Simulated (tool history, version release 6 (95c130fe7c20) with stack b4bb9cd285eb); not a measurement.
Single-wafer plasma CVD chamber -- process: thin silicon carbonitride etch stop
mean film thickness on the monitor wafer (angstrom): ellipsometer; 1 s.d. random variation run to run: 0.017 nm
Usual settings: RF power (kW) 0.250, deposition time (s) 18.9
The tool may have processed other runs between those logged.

| run | day | RF power (kW) | deposition time (s) | wafers since the last listed run | hours since the last thermocouple change | hours since the last RF generator calibration | hours since the showerhead was replaced | hours since the gauge calibration | read-back reference wafer on the same gauge, thickness_nm | mean film thickness on the monitor wafer (angstrom) |
|---|---|---|---|---|---|---|---|---|---|---|
| 1 | 0.000 | 0.280 | 18.9 | 0 | 2112.9 | 1478.5 | 6086.0 | 714.9 | 12.790 | 113.99 |
| 2 | 2.562 | 0.280 | 18.9 | 1710 | 2174.4 | 1540.0 | 6147.5 | 776.4 | 12.801 | 114.04 |
| 3 | 4.125 | 0.225 | 18.9 | 1043 | 2211.9 | 1577.5 | 6185.0 | 813.9 | 12.794 | 108.43 |
| 4 | 8.121 | 0.250 | 18.9 | 2667 | 2307.8 | 1673.4 | 6280.9 | 909.8 | 12.799 | 111.03 |
| 5 | 10.250 | 0.250 | 18.9 | 1421 | 2358.9 | 1724.5 | 6332.0 | 960.9 | 12.804 | 110.86 |
| 6 | 14.017 | 0.250 | 18.9 | 2514 | 2449.3 | 1814.9 | 6422.4 | 1051.3 | 12.800 | 110.60 |
| 7 | 16.804 | 0.250 | 18.9 | 1860 | 2516.2 | 1881.8 | 6489.3 | 1118.2 | 12.794 | 110.64 |
|  | 17.408 | thermocouple changed; heater temperature recalibrated |
| 8 | 18.821 | 0.250 | 18.9 | 1123 | 33.9 | 1930.2 | 6537.7 | 1166.6 | 12.790 | 110.51 |
| 9 | 21.496 | 0.250 | 18.9 | 1785 | 98.1 | 1994.4 | 6601.9 | 1230.8 | 12.796 | 110.62 |
| 10 | 25.054 | 0.250 | 18.9 | 2375 | 183.5 | 2079.8 | 6687.3 | 1316.2 | 12.798 | 110.50 |
| 11 | 27.138 | 0.250 | 18.9 | 1390 | 233.5 | 2129.8 | 6737.3 | 1366.2 | 12.800 | 110.19 |
| 12 | 29.754 | 0.250 | 18.9 | 1746 | 296.3 | 2192.6 | 6800.1 | 1429.0 | 12.795 | 110.15 |
|  | 30.462 | showerhead replaced |
|  | 31.525 | gauge calibrated |
| 13 | 34.212 | 0.250 | 18.9 | 2753 | 403.3 | 2299.6 | 90.0 | 64.5 | 12.803 | 110.18 |
| 14 | 36.079 | 0.250 | 18.9 | 1246 | 448.1 | 2344.4 | 134.8 | 109.3 | 12.802 | 109.86 |
|  | 37.346 | RF generator calibrated |
| 15 | 38.162 | 0.270 | 17.6 | 1168 | 498.1 | 19.6 | 184.8 | 159.3 | 12.799 | 105.93 |
| 16 | 40.071 | 0.200 | 18.9 | 1273 | 543.9 | 65.4 | 230.6 | 205.1 | 12.803 | 106.47 |
| 17 | 42.371 | 0.265 | 20.0 | 1535 | 599.1 | 120.6 | 285.8 | 260.3 | 12.799 | 119.92 |
| 18 | 45.612 | 0.220 | 21.2 | 2164 | 676.9 | 198.4 | 363.6 | 338.1 | 12.797 | 121.62 |
| 19 | 47.446 | 0.270 | 18.9 | 1223 | 720.9 | 242.4 | 407.6 | 382.1 | 12.804 | 114.00 |
| 20 | 51.292 | 0.205 | 21.9 | 2567 | 813.2 | 334.7 | 499.9 | 474.4 | 12.797 | 124.01 |
| 21 | 53.321 | 0.280 | 17.7 | 1354 | 861.9 | 383.4 | 548.6 | 523.1 | 12.797 | 107.54 |

Branching from run 21: 5 alternative next runs. What would each branch give?
| A | 53.338 | 0.250 | 20.6 | 11 | 862.3 | 383.8 | 549.0 | 523.5 | ? | ? |
| B | 53.338 | 0.250 | 16.1 | 11 | 862.3 | 383.8 | 549.0 | 523.5 | ? | ? |
| C | 53.338 | 0.225 | 22.1 | 11 | 862.3 | 383.8 | 549.0 | 523.5 | ? | ? |
| D | 53.338 | 0.230 | 20.0 | 11 | 862.3 | 383.8 | 549.0 | 523.5 | ? | ? |
| E | 53.338 | 0.215 | 17.6 | 11 | 862.3 | 383.8 | 549.0 | 523.5 | ? | ? |

| run | read-back reference wafer on the same gauge, thickness_nm | mean film thickness on the monitor wafer (angstrom) |
|---|---|---|
| A | 12.798 | 122.05 |
| B | 12.798 | 95.39 |
| C | 12.798 | 127.87 |
| D | 12.798 | 116.29 |
| E | 12.798 | 100.82 |
The same runs, with their run-to-run variation unchanged, on a tool lacking any hidden condition would have given:
| run | mean film thickness on the monitor wafer (angstrom) |
|---|---|
| A | 122.15 |
| B | 95.47 |
| C | 127.97 |
| D | 116.38 |
| E | 100.90 |
